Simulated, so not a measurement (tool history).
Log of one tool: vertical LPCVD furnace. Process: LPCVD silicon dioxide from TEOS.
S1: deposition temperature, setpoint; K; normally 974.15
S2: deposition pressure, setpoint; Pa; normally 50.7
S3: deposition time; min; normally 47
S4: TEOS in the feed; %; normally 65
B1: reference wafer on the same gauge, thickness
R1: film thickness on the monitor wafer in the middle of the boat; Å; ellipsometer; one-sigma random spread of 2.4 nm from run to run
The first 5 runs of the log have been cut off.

run,hour,S1,S2,S3,S4,B1,R1
6,66.6,974.15,50.7,47,65,385.53,4162.5
7,84.6,974.15,50.7,47,65,384.52,4096.2
# hour 112: gauge calibrated
# hour 114.3: TEOS flow controller replaced
8,114.8,979.15,60,47,68,385.23,5129
9,121.5,965.15,46.7,60,65,384.67,4117
10,141.8,984.15,60,60,65,385.45,7199.9
11,159.7,963.15,50.7,47,65,385.17,3204.4
12,178.9,974.15,42.7,38.5,54,385.08,2798
13,190.9,974.15,50.7,47,65,385.03,4143.5
14,200,974.15,44,47,75,384.84,4110.5
15,212,974.15,63.3,41,65,385.34,4026.7
16,229,974.15,39.3,47,56,385,3402.3
17,247.3,974.15,38,47,65,384.99,3617.4
18,258.2,974.15,54.7,47,59,384.98,4107.6
19,266.7,974.15,50.7,41,65,385.03,3605.5
20,274.7,980.15,50.7,47,58,385.2,4483.5
# hour 312.2: pressure gauge zeroed
21,312.7,966.15,54.7,47,56,385.29,3275.9
22,318.2,974.15,44,47,75,384.94,4101
23,336.2,968.15,50.7,47,65,385,3576.1
24,345.5,974.15,50.7,47,65,384.79,4163.7
25,358.6,982.15,43.3,47,65,385.36,4556.8
26,379.7,974.15,38,47,65,385.08,3587.2
27,392.4,979.15,50.7,47,73,385.14,4895.8
28,457.4,974.15,50.7,47,65,384.98,4142.9
29,476.3,974.15,43.3,56,77,385.04,5031.9
30,492,974.15,56.7,53,65,385.09,4918.9

Below are 5 alternative next runs, each starting from the tool's condition after run 30. Predict each:
A,497.5,974.15,57.3,47,65,?,?
B,497.5,966.15,50.7,53.5,55,?,?
C,497.5,974.15,50.7,56.5,65,?,?
D,497.5,979.15,50.7,34.5,72,?,?
E,497.5,974.15,50.7,65.5,65,?,?

run,B1,R1
A,384.96,4439.5
B,384.96,3623.7
C,384.96,5016.9
D,384.96,3618.7
E,384.96,5816.1
What these runs would have given with no unlogged condition in the tool:
run,R1
A,4439.5
B,3623.7
C,5016.9
D,3618.7
E,5816.1

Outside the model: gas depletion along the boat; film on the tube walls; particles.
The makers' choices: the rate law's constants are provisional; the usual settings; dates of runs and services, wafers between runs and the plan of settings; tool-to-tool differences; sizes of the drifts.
